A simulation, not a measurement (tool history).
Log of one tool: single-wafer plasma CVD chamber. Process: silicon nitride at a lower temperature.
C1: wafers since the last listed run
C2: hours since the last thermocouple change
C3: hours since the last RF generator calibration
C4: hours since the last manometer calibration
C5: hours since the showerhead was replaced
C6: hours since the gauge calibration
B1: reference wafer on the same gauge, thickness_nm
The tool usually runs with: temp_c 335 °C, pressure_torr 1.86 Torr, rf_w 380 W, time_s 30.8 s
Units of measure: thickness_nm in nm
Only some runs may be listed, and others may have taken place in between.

{"run": 1, "hour": 0.0, "temp_c": 335, "pressure_torr": 1.86, "rf_w": 380, "time_s": 29.4, "C1": 0, "C2": 1421.3, "C3": 1556.4, "C4": 2627.9, "C5": 4649.4, "C6": 17.7, "B1": 41.914, "thickness_nm": 43.293}
{"run": 2, "hour": 14.6, "temp_c": 335, "pressure_torr": 1.86, "rf_w": 380, "time_s": 29.4, "C1": 230, "C2": 1435.9, "C3": 1571, "C4": 2642.5, "C5": 4664, "C6": 32.3, "B1": 41.872, "thickness_nm": 43.196}
{"run": 3, "hour": 24.8, "temp_c": 335, "pressure_torr": 1.86, "rf_w": 380, "time_s": 29.4, "C1": 160, "C2": 1446.1, "C3": 1581.2, "C4": 2652.7, "C5": 4674.2, "C6": 42.5, "B1": 41.881, "thickness_nm": 43.139}
{"run": 4, "hour": 30.8, "temp_c": 335, "pressure_torr": 1.52, "rf_w": 380, "time_s": 35.1, "C1": 94, "C2": 1452.1, "C3": 1587.2, "C4": 2658.7, "C5": 4680.2, "C6": 48.5, "B1": 41.885, "thickness_nm": 48.498}
{"run": 5, "hour": 39.5, "temp_c": 335, "pressure_torr": 1.52, "rf_w": 380, "time_s": 35.1, "C1": 137, "C2": 1460.8, "C3": 1595.9, "C4": 2667.4, "C5": 4688.9, "C6": 57.2, "B1": 41.9, "thickness_nm": 48.542}
{"run": 6, "hour": 47.5, "temp_c": 335, "pressure_torr": 1.52, "rf_w": 380, "time_s": 35.1, "C1": 126, "C2": 1468.8, "C3": 1603.9, "C4": 2675.4, "C5": 4696.9, "C6": 65.2, "B1": 41.884, "thickness_nm": 48.664}
{"run": 7, "hour": 56.6, "temp_c": 335, "pressure_torr": 1.86, "rf_w": 380, "time_s": 30.8, "C1": 143, "C2": 1477.9, "C3": 1613, "C4": 2684.5, "C5": 4706, "C6": 74.3, "B1": 41.887, "thickness_nm": 45.277}
{"run": 8, "hour": 72.0, "temp_c": 322, "pressure_torr": 1.86, "rf_w": 380, "time_s": 30.8, "C1": 242, "C2": 1493.3, "C3": 1628.4, "C4": 2699.9, "C5": 4721.4, "C6": 89.7, "B1": 41.896, "thickness_nm": 45.566}
{"hour": 81.1, "done": "thermocouple changed; heater temperature recalibrated"}
{"hour": 84.5, "done": "gauge calibrated"}
{"hour": 91.8, "done": "RF generator calibrated"}
{"run": 9, "hour": 92.3, "temp_c": 335, "pressure_torr": 1.86, "rf_w": 420, "time_s": 30.8, "C1": 67, "C2": 11.2, "C3": 0.5, "C4": 2720.2, "C5": 4741.7, "C6": 7.8, "B1": 41.925, "thickness_nm": 47.275}
{"run": 10, "hour": 97.1, "temp_c": 335, "pressure_torr": 1.52, "rf_w": 380, "time_s": 35.1, "C1": 75, "C2": 16, "C3": 5.3, "C4": 2725, "C5": 4746.5, "C6": 12.6, "B1": 41.877, "thickness_nm": 48.569}
{"hour": 109.0, "done": "showerhead replaced"}
{"hour": 109.7, "done": "capacitance manometer re-zeroed and calibrated"}
{"run": 11, "hour": 112.3, "temp_c": 325, "pressure_torr": 2.29, "rf_w": 380, "time_s": 27.5, "C1": 102, "C2": 31.2, "C3": 20.5, "C4": 2.6, "C5": 3.3, "C6": 27.8, "B1": 41.882, "thickness_nm": 43.061}
{"run": 12, "hour": 120.7, "temp_c": 335, "pressure_torr": 1.52, "rf_w": 380, "time_s": 34.5, "C1": 132, "C2": 39.6, "C3": 28.9, "C4": 11, "C5": 11.7, "C6": 36.2, "B1": 41.886, "thickness_nm": 47.821}
{"run": 13, "hour": 134.1, "temp_c": 340, "pressure_torr": 1.86, "rf_w": 380, "time_s": 36.5, "C1": 211, "C2": 53, "C3": 42.3, "C4": 24.4, "C5": 25.1, "C6": 49.6, "B1": 41.882, "thickness_nm": 53.667}
{"run": 14, "hour": 141.8, "temp_c": 335, "pressure_torr": 1.86, "rf_w": 380, "time_s": 30.8, "C1": 121, "C2": 60.7, "C3": 50, "C4": 32.1, "C5": 32.8, "C6": 57.3, "B1": 41.931, "thickness_nm": 45.362}

How the hidden state differs across the entries between the runs, from the last listed run before each to the first after it:
Runs 8 to 9: thermocouple changed; heater temperature recalibrated (hour 81.1); gauge calibrated (hour 84.5); RF generator calibrated (hour 91.8)
  the hidden state is the same at both runs
Runs 10 to 11: showerhead replaced (hour 109); capacitance manometer re-zeroed and calibrated (hour 109.7)
  the hidden state is the same at both runs

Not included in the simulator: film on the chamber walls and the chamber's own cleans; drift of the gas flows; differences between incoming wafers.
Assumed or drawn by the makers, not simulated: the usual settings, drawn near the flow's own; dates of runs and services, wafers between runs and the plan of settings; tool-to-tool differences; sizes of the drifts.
